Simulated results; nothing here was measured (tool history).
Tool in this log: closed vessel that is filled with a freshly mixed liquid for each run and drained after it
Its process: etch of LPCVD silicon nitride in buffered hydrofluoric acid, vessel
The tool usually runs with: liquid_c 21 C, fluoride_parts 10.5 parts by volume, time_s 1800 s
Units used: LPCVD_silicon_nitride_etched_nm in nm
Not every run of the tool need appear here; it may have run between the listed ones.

run,day,liquid_c,fluoride_parts,time_s,wafers since the last listed run,hours since the thermometer was replaced,hours since the hydrofluoric acid flow meter was replaced,hours since the gauge calibration,"read-back film thickness of the LPCVD silicon nitride reference wafer, read on the same gauge (nm)",LPCVD_silicon_nitride_etched_nm
1,0,21,10.5,1800,0,1530.7,116.7,175.1,80.02,16.98
2,6.071,21,10.5,1800,3669,1676.4,262.4,320.8,79.96,17.18
3,8.908,21,10.5,1800,1715,1744.5,330.5,388.9,80,17.07
4,11.242,21,13.5,1800,1410,1800.5,386.5,444.9,80.05,13.45
5,12.967,21,13.5,1800,1042,1841.9,427.9,486.3,79.96,13.52
6,14.967,21,13.5,1800,1208,1889.9,475.9,534.3,79.99,13.57
# day 15.975: hydrofluoric acid flow meter replaced
7,16.604,21,9.5,1800,964,1929.2,15.1,573.6,79.99,18.18
8,18.988,21,9.5,1800,1440,1986.4,72.3,630.8,80.01,18.25
9,21.012,21,10.5,1800,1223,2035,120.9,679.4,80.02,16.87
10,23.846,21,10.5,1800,1712,2103,188.9,747.4,79.96,16.74
11,26.25,23.5,10.5,2710,1453,2160.7,246.6,805.1,79.98,29.25
# day 28.325: thermometer replaced
12,32.783,24,12,845,3923,107,403.4,961.9,80,8.54
13,35.333,24,8.5,1800,1541,168.2,464.6,1023.1,79.98,24.82

For run 14, what comes out?
14,36.942,23.5,10.5,1290,972,206.8,503.2,1061.7,?,?

Run 14 yielded read-back film thickness of the LPCVD silicon nitride reference wafer, read on the same gauge (nm) 80.01, LPCVD_silicon_nitride_etched_nm 14.55 nm.
With the hidden condition absent and the run-to-run variation left alone, this run would have shown LPCVD_silicon_nitride_etched_nm 14.35 nm.

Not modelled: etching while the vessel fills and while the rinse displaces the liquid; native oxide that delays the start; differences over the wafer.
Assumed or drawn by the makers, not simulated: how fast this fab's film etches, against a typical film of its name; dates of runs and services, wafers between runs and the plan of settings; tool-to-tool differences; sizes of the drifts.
